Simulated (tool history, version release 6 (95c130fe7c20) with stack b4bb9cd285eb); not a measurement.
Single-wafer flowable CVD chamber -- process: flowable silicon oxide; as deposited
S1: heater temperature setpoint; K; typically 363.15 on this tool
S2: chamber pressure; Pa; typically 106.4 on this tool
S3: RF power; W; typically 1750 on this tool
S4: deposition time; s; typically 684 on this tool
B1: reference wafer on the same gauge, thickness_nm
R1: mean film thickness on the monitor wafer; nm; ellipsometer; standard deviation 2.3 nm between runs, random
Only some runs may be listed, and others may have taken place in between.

run 1 hour=0.0 | S1=363.15 S2=106.4 S3=1750 S4=684 | B1=477.388 | R1=566.195
run 2 hour=69.4 | S1=363.15 S2=106.4 S3=1750 S4=684 | B1=477.056 | R1=566.906
run 3 hour=133.2 | S1=363.15 S2=106.4 S3=1750 S4=684 | B1=476.085 | R1=565.367
-- hour=163.1 showerhead replaced
run 4 hour=172.9 | S1=363.15 S2=106.4 S3=1750 S4=582 | B1=476.379 | R1=478.073
run 5 hour=277.9 | S1=363.15 S2=106.4 S3=1750 S4=684 | B1=475.671 | R1=565.882
run 6 hour=328.9 | S1=363.15 S2=106.4 S3=2095 S4=684 | B1=475.620 | R1=588.169
run 7 hour=421.9 | S1=357.15 S2=96.1 S3=1995 S4=781 | B1=474.884 | R1=706.355
run 8 hour=487.0 | S1=363.15 S2=113.3 S3=1425 S4=771 | B1=474.924 | R1=635.945
run 9 hour=538.2 | S1=363.15 S2=106.4 S3=1750 S4=779 | B1=474.952 | R1=642.835
run 10 hour=628.1 | S1=363.15 S2=106.4 S3=1750 S4=782 | B1=472.658 | R1=641.773
run 11 hour=705.4 | S1=363.15 S2=106.4 S3=1750 S4=684 | B1=472.674 | R1=559.147
run 12 hour=752.5 | S1=363.15 S2=106.4 S3=2000 S4=568 | B1=472.107 | R1=480.355
run 13 hour=806.8 | S1=363.15 S2=106.4 S3=1750 S4=768 | B1=472.773 | R1=623.765
run 14 hour=910.2 | S1=363.15 S2=114.3 S3=1420 S4=684 | B1=471.352 | R1=563.786
run 15 hour=949.3 | S1=363.15 S2=106.4 S3=1750 S4=684 | B1=471.399 | R1=560.041
-- hour=962.3 RF generator calibrated
-- hour=984.6 gauge calibrated
-- hour=1004.7 thermocouple changed; heater temperature recalibrated
run 16 hour=1018.9 | S1=363.15 S2=106.4 S3=1750 S4=684 | B1=494.772 | R1=590.079
run 17 hour=1114.1 | S1=363.15 S2=106.4 S3=1750 S4=684 | B1=494.750 | R1=588.932
run 18 hour=1152.4 | S1=363.15 S2=106.4 S3=1885 S4=684 | B1=494.761 | R1=597.038
run 19 hour=1214.8 | S1=363.15 S2=95.1 S3=2080 S4=564 | B1=495.190 | R1=445.693
-- hour=1284.8 capacitance manometer re-zeroed and calibrated
run 20 hour=1420.7 | S1=363.15 S2=106.4 S3=1550 S4=738 | B1=493.025 | R1=611.333
run 21 hour=1498.5 | S1=363.15 S2=106.4 S3=1750 S4=684 | B1=493.709 | R1=581.464
run 22 hour=1585.4 | S1=363.15 S2=106.4 S3=1860 S4=745 | B1=492.099 | R1=647.578
run 23 hour=1682.3 | S1=354.15 S2=106.4 S3=1945 S4=684 | B1=491.957 | R1=762.096
run 24 hour=1741.8 | S1=355.15 S2=129.1 S3=1590 S4=643 | B1=491.389 | R1=806.588
run 25 hour=1831.7 | S1=363.15 S2=129.9 S3=1975 S4=798 | B1=491.319 | R1=850.263
run 26 hour=1899.3 | S1=363.15 S2=94.8 S3=1750 S4=776 | B1=490.566 | R1=587.240
-- hour=1990.3 thermocouple changed; heater temperature recalibrated
run 27 hour=1993.7 | S1=363.15 S2=106.4 S3=1750 S4=638 | B1=489.183 | R1=541.317
run 28 hour=2088.0 | S1=363.15 S2=106.4 S3=1750 S4=684 | B1=489.145 | R1=582.647
run 29 hour=2139.6 | S1=363.15 S2=106.4 S3=1750 S4=684 | B1=488.400 | R1=574.813

What would each run have given without the hidden state, its run-to-run variation left as it was?
The hidden state here: wafer temperature above the value expected at the setpoint (K); delivered RF power above the setpoint (%); true pressure above the setpoint (%); gauge reads high (%).
run=1 R1=587.069
run=2 R1=588.341
run=3 R1=587.235
run=4 R1=496.823
run=5 R1=588.888
run=6 R1=612.492
run=7 R1=736.468
run=8 R1=663.625
run=9 R1=671.268
run=10 R1=670.956
run=11 R1=585.170
run=12 R1=503.025
run=13 R1=653.672
run=14 R1=591.627
run=15 R1=588.002
run=16 R1=589.367
run=17 R1=588.930
run=18 R1=597.324
run=19 R1=446.259
run=20 R1=613.709
run=21 R1=584.301
run=22 R1=651.456
run=23 R1=767.605
run=24 R1=813.035
run=25 R1=858.041
run=26 R1=593.124
run=27 R1=547.400
run=28 R1=589.905
run=29 R1=582.359

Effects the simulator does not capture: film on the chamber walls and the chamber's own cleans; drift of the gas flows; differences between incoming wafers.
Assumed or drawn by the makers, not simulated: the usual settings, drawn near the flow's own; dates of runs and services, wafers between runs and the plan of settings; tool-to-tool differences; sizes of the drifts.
